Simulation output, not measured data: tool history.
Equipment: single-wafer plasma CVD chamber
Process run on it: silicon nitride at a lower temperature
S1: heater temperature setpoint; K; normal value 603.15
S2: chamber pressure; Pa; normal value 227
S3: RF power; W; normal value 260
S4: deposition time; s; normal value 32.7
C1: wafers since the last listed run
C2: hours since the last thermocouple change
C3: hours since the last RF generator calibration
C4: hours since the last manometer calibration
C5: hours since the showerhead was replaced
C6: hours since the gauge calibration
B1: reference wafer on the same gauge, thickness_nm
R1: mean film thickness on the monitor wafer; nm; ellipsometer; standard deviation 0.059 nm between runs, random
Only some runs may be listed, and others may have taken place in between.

| run | day | S1 | S2 | S3 | S4 | C1 | C2 | C3 | C4 | C5 | C6 | B1 | R1 |
|---|---|---|---|---|---|---|---|---|---|---|---|---|---|
| 1 | 0 | 603.15 | 227 | 275 | 30.5 | 0 | 1845.8 | 1465.9 | 1265.7 | 2539.2 | 100.3 | 44.888 | 36.061 |
| 2 | 0.317 | 603.15 | 227 | 275 | 30.5 | 205 | 1853.4 | 1473.5 | 1273.3 | 2546.8 | 107.9 | 44.911 | 35.994 |
| 3 | 0.629 | 603.15 | 227 | 275 | 30.5 | 202 | 1860.9 | 1481 | 1280.8 | 2554.3 | 115.4 | 44.898 | 35.89 |
| 4 | 0.917 | 603.15 | 227 | 260 | 32.7 | 186 | 1867.8 | 1487.9 | 1287.7 | 2561.2 | 122.3 | 44.89 | 36.91 |
| 5 | 1.188 | 603.15 | 227 | 260 | 32.7 | 175 | 1874.3 | 1494.4 | 1294.2 | 2567.7 | 128.8 | 44.894 | 36.943 |
| 6 | 1.608 | 603.15 | 227 | 260 | 32.7 | 272 | 1884.4 | 1504.5 | 1304.3 | 2577.8 | 138.9 | 44.917 | 36.882 |
| 7 | 1.896 | 603.15 | 227 | 260 | 32.7 | 186 | 1891.3 | 1511.4 | 1311.2 | 2584.7 | 145.8 | 44.895 | 36.814 |
|  | 2.475 | thermocouple changed; heater temperature recalibrated |
|  | 3.421 | RF generator calibrated |
| 8 | 3.442 | 603.15 | 227 | 260 | 32.7 | 570 | 23.2 | 0.5 | 1348.3 | 2621.8 | 182.9 | 44.908 | 39.128 |
| 9 | 3.617 | 603.15 | 227 | 230 | 32.7 | 113 | 27.4 | 4.7 | 1352.5 | 2626 | 187.1 | 44.886 | 35.335 |
|  | 3.992 | showerhead replaced |
| 10 | 4.012 | 603.15 | 227 | 275 | 30.5 | 40 | 36.9 | 14.2 | 1362 | 0.5 | 196.6 | 44.91 | 38.044 |
| 11 | 4.412 | 603.15 | 227 | 260 | 32.7 | 259 | 46.5 | 23.8 | 1371.6 | 10.1 | 206.2 | 44.917 | 39.203 |
|  | 4.696 | gauge calibrated |
|  | 5.346 | capacitance manometer re-zeroed and calibrated |
| 12 | 5.367 | 594.15 | 277 | 260 | 29.8 | 402 | 69.4 | 46.7 | 0.5 | 33 | 16.1 | 44.894 | 38.175 |
| 13 | 5.379 | 597.15 | 227 | 300 | 35.5 | 8 | 69.7 | 47 | 0.8 | 33.3 | 16.4 | 44.926 | 47.369 |
| 14 | 5.946 | 616.15 | 189 | 260 | 32.7 | 367 | 83.3 | 60.6 | 14.4 | 46.9 | 30 | 44.888 | 36.366 |
| 15 | 6.55 | 603.15 | 227 | 260 | 32.7 | 391 | 97.8 | 75.1 | 28.9 | 61.4 | 44.5 | 44.902 | 39.047 |
| 16 | 6.854 | 603.15 | 227 | 210 | 32.7 | 197 | 105.1 | 82.4 | 36.2 | 68.7 | 51.8 | 44.898 | 32.704 |
| 17 | 7.15 | 607.15 | 209 | 260 | 32.7 | 191 | 112.2 | 89.5 | 43.3 | 75.8 | 58.9 | 44.897 | 37.871 |
| 18 | 7.562 | 603.15 | 227 | 240 | 27.5 | 267 | 122.1 | 99.4 | 53.2 | 85.7 | 68.8 | 44.9 | 30.862 |

Each row is a separate what-if for the run after 18, all from the same tool condition, not one after another. Results?
| A | 7.579 | 603.15 | 227 | 260 | 32.7 | 10 | 122.5 | 99.8 | 53.6 | 86.1 | 69.2 | ? | ? |
| B | 7.579 | 598.15 | 203 | 260 | 32.7 | 10 | 122.5 | 99.8 | 53.6 | 86.1 | 69.2 | ? | ? |
| C | 7.579 | 603.15 | 191 | 225 | 35.3 | 10 | 122.5 | 99.8 | 53.6 | 86.1 | 69.2 | ? | ? |
| D | 7.579 | 603.15 | 227 | 245 | 32.7 | 10 | 122.5 | 99.8 | 53.6 | 86.1 | 69.2 | ? | ? |
| E | 7.579 | 594.15 | 188 | 275 | 36.5 | 10 | 122.5 | 99.8 | 53.6 | 86.1 | 69.2 | ? | ? |

| run | B1 | R1 |
|---|---|---|
| A | 44.888 | 38.924 |
| B | 44.888 | 37.416 |
| C | 44.888 | 34.992 |
| D | 44.888 | 37.116 |
| E | 44.888 | 42.447 |
With no hidden state in the tool, these same runs would have given:
| run | R1 |
|---|---|
| A | 39.152 |
| B | 37.635 |
| C | 35.206 |
| D | 37.333 |
| E | 42.686 |
